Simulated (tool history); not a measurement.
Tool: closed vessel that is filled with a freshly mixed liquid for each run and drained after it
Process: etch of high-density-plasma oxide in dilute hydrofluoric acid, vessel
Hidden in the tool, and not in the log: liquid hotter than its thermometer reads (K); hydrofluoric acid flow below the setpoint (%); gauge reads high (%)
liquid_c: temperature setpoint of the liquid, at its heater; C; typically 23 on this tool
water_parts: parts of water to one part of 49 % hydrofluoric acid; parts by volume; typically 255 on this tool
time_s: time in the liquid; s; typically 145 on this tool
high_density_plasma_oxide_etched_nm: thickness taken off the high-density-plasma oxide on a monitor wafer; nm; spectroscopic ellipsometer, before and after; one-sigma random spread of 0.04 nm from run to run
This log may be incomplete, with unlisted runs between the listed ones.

run	hour	liquid_c	water_parts	time_s	wafers since the last listed run	hours since the thermometer was replaced	hours since the hydrofluoric acid flow meter was replaced	hours since the gauge calibration	read-back film thickness of the high-density-plasma oxide reference wafer, read on the same gauge (nm)	high_density_plasma_oxide_etched_nm
1	0	23	255	145	0	1956.4	992	260.2	40.029	4.519
2	22.6	23	255	145	3115	1979	1014.6	282.8	40.012	4.527
3	51.5	23	255	165	3983	2007.9	1043.5	311.7	40.007	5.225
4	68.1	23	255	165	2288	2024.5	1060.1	328.3	40.003	5.189
5	103.4	23	255	165	4865	2059.8	1095.4	363.6	40.001	5.171
6	124.6	23	255	145	2922	2081	1116.6	384.8	40.004	4.517
7	146.1	23	255	145	2963	2102.5	1138.1	406.3	40	4.562
8	162.7	23	255	145	2288	2119.1	1154.7	422.9	39.969	4.445
9	182.5	23	255	145	2729	2138.9	1174.5	442.7	40.017	4.475
10	202.5	23	255	145	2756	2158.9	1194.5	462.7	40.008	4.438
11	237	23	255	145	4755	2193.4	1229	497.2	40.002	4.524
12	262	23	255	190	3445	2218.4	1254	522.2	40.008	5.966
# hour 280.3: gauge calibrated
13	289.6	23	255	190	3804	2246	1281.6	9.3	40.003	5.955
14	303.3	23	255	190	1888	2259.7	1295.3	23	39.995	5.92
15	328.4	23	255	190	3459	2284.8	1320.4	48.1	40.002	5.91
16	402.1	25.5	330	180	10158	2358.5	1394.1	121.8	40.004	4.343
17	418	20	315	180	2191	2374.4	1410	137.7	40.027	3.866
18	447.6	18.5	310	220	4079	2404	1439.6	167.3	39.991	4.643
19	460.8	23	255	95	1819	2417.2	1452.8	180.5	39.984	2.937
20	492.3	26.5	255	145	4341	2448.7	1484.3	212	39.996	5.137
# hour 521.4: thermometer replaced
21	524.5	24.5	255	145	4300	3.1	1516.5	244.2	40.001	4.852
22	545.6	26	255	210	2908	24.2	1537.6	265.3	40.005	7.241
# hour 563.8: hydrofluoric acid flow meter replaced
23	564.5	21.5	325	170	2467	43.1	0.7	284.2	40.015	3.704
24	596.3	23	255	145	4383	74.9	32.5	316	39.964	4.514
25	613	21.5	180	100	2301	91.6	49.2	332.7	40	4.567
26	655.6	24.5	325	145	5871	134.2	91.8	375.3	40	3.505
27	686	27	320	200	4190	164.6	122.2	405.7	39.987	5.353
28	712.2	28	255	145	3611	190.8	148.4	431.9	40.035	5.358
29	733.7	23	255	145	2963	212.3	169.9	453.4	40.004	4.505

Each row is a separate what-if for the run after 29, all from the same tool condition, not one after another. Results?
A	734.4	19	255	145	96	213	170.6	454.1	?	?
B	734.4	19	205	145	96	213	170.6	454.1	?	?
C	734.4	21.5	365	195	96	213	170.6	454.1	?	?
D	734.4	20.5	255	110	96	213	170.6	454.1	?	?

run	read-back film thickness of the high-density-plasma oxide reference wafer, read on the same gauge (nm)	high_density_plasma_oxide_etched_nm
A	39.991	3.887
B	39.991	5.065
C	39.991	3.625
D	39.991	3.119
With no hidden state in the tool, these same runs would have given:
run	high_density_plasma_oxide_etched_nm
A	3.887
B	5.065
C	3.625
D	3.119
